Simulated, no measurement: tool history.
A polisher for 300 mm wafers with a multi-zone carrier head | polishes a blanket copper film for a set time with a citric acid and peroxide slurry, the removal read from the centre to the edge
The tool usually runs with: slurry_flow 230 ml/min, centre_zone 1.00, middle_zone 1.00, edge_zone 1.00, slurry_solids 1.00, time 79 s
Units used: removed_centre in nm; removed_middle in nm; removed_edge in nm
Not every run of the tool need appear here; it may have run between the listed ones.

run	hour	slurry_flow	centre_zone	middle_zone	edge_zone	slurry_solids	time	incoming thickness of the incoming film, nm	removed_centre	removed_middle	removed_edge
1	0.0	230	1.00	1.00	1.00	1.00	79	573.4	161.9	161.8	161.1
2	40.4	230	1.00	1.00	1.00	1.00	79	566.6	161.9	162.4	160.6
3	144.8	230	1.00	1.00	1.00	1.00	79	571.6	159.8	162.5	161.1
4	211.7	230	1.00	1.00	1.00	1.00	79	572.4	163.1	164.3	157.4
5	307.1	230	1.09	1.00	1.00	1.00	79	563.5	176.3	162.8	161.1
6	395.6	230	1.09	1.00	1.00	1.00	79	557.9	174.7	159.3	161.1
7	450.1	230	1.00	1.00	1.00	1.00	66	580.8	133.0	135.5	134.1
8	514.2	230	1.00	1.11	1.00	0.90	60	579.1	120.8	132.6	116.1
9	550.7	190	0.94	1.00	1.00	1.00	79	571.0	146.4	158.0	157.4
10	862.6	195	1.00	1.00	1.00	1.00	79	566.4	160.3	158.4	159.5
11	947.1	230	1.00	1.00	1.10	1.00	79	572.5	164.1	161.6	163.9
12	1006.2	230	0.88	1.00	0.88	0.70	79	560.0	133.3	151.4	141.1
13	1216.7	170	1.00	1.08	1.00	1.00	79	573.4	159.1	166.2	156.8
14	1322.8	230	0.93	1.00	1.08	1.00	91	575.0	178.3	186.5	194.2
15	1404.4	230	1.00	1.00	1.00	1.00	79	579.9	160.9	163.9	160.9
16	1471.6	230	0.88	1.00	0.90	1.00	61	566.5	107.4	126.9	117.2
17	1570.4	230	1.00	1.00	1.00	1.00	79	579.8	161.7	159.4	158.3
18	1650.3	230	1.00	1.00	1.00	1.00	79	567.0	158.1	161.9	161.8
19	1721.9	285	1.00	1.00	1.00	1.00	79	568.8	163.6	166.1	160.3
20	1759.9	230	1.00	1.00	1.00	1.00	51	564.4	105.8	105.8	101.9
21	1828.3	230	1.00	1.00	1.00	1.00	79	562.6	162.9	161.2	158.8

Taken out of this log: 8 entries between the listed runs. Where each belongs, and how the hidden state differs across it:
Runs 4 to 5: worn pad replaced by a new one (hour 235.7)
  no difference in the tool's unlogged condition between these two runs
Runs 7 to 8: slurry nozzle cleaned (hour 497.6)
  no difference in the tool's unlogged condition between these two runs
Runs 9 to 10: worn pad replaced by a new one (hour 777.1); carrier head's membrane replaced by a new one (hour 862.1)
  no difference in the tool's unlogged condition between these two runs
Runs 10 to 11: edge zone pressure recalibrated (hour 943.3)
  no difference in the tool's unlogged condition between these two runs
Runs 12 to 13: slurry nozzle cleaned (hour 1126.5)
  no difference in the tool's unlogged condition between these two runs
Runs 13 to 14: centre zone pressure recalibrated (hour 1271.4); worn pad replaced by a new one (hour 1280.9)
  no difference in the tool's unlogged condition between these two runs
